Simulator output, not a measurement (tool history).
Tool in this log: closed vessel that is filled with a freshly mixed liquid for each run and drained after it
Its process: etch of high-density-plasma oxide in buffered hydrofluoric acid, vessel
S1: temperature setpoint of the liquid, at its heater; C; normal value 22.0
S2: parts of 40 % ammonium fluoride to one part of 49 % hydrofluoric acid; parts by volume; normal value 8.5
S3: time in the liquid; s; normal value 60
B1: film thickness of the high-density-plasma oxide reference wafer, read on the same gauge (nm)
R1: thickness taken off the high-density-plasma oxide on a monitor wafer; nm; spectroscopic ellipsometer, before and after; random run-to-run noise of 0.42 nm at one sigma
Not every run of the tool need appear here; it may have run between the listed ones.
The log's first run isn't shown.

run 2 day=1.550 | S1=22.0 S2=10.5 S3=60 | B1=89.98 | R1=80.00
run 3 day=4.408 | S1=22.0 S2=8.5 S3=60 | B1=90.01 | R1=95.47
run 4 day=8.388 | S1=22.0 S2=8.5 S3=60 | B1=89.97 | R1=95.44
run 5 day=10.883 | S1=22.0 S2=8.5 S3=60 | B1=89.96 | R1=95.77
run 6 day=14.112 | S1=24.0 S2=8.5 S3=60 | B1=89.99 | R1=106.96
run 7 day=24.092 | S1=24.0 S2=8.5 S3=60 | B1=89.99 | R1=106.99
run 8 day=26.471 | S1=24.0 S2=8.5 S3=60 | B1=90.04 | R1=107.77
-- day=28.896 thermometer replaced
-- day=29.658 hydrofluoric acid flow meter replaced
run 9 day=30.075 | S1=22.0 S2=8.5 S3=60 | B1=89.98 | R1=92.64
run 10 day=34.475 | S1=22.0 S2=8.5 S3=60 | B1=90.02 | R1=93.64
run 11 day=38.667 | S1=22.0 S2=8.5 S3=60 | B1=89.96 | R1=92.86
-- day=39.938 gauge calibrated
run 12 day=42.075 | S1=22.0 S2=8.5 S3=60 | B1=90.02 | R1=93.80
run 13 day=43.854 | S1=22.0 S2=8.5 S3=60 | B1=89.98 | R1=93.23
run 14 day=48.333 | S1=22.0 S2=8.5 S3=60 | B1=90.01 | R1=93.93
run 15 day=51.192 | S1=18.0 S2=8.5 S3=75 | B1=90.01 | R1=93.51
run 16 day=54.042 | S1=22.0 S2=8.5 S3=50 | B1=90.01 | R1=78.64
run 17 day=65.504 | S1=24.0 S2=10.5 S3=85 | B1=90.01 | R1=125.38
-- day=65.608 hydrofluoric acid flow meter replaced
run 18 day=67.558 | S1=22.0 S2=8.5 S3=60 | B1=89.98 | R1=95.82
run 19 day=69.438 | S1=18.0 S2=5.5 S3=85 | B1=90.03 | R1=162.34
run 20 day=72.454 | S1=25.5 S2=6.5 S3=60 | B1=90.00 | R1=151.95
run 21 day=76.633 | S1=22.0 S2=7.0 S3=60 | B1=89.99 | R1=117.74
run 22 day=80.888 | S1=25.5 S2=5.5 S3=30 | B1=90.00 | R1=87.18
run 23 day=84.708 | S1=22.0 S2=8.5 S3=60 | B1=90.01 | R1=95.89

Expected results for the next run?
run 24 day=88.946 | S1=22.0 S2=8.5 S3=40 | B1=? | R1=?

{"run 24": {"B1": 89.99, "R1": 64.35}}
On a tool with no hidden condition, and with the same random variation, this run would have come out at R1 62.19 nm.
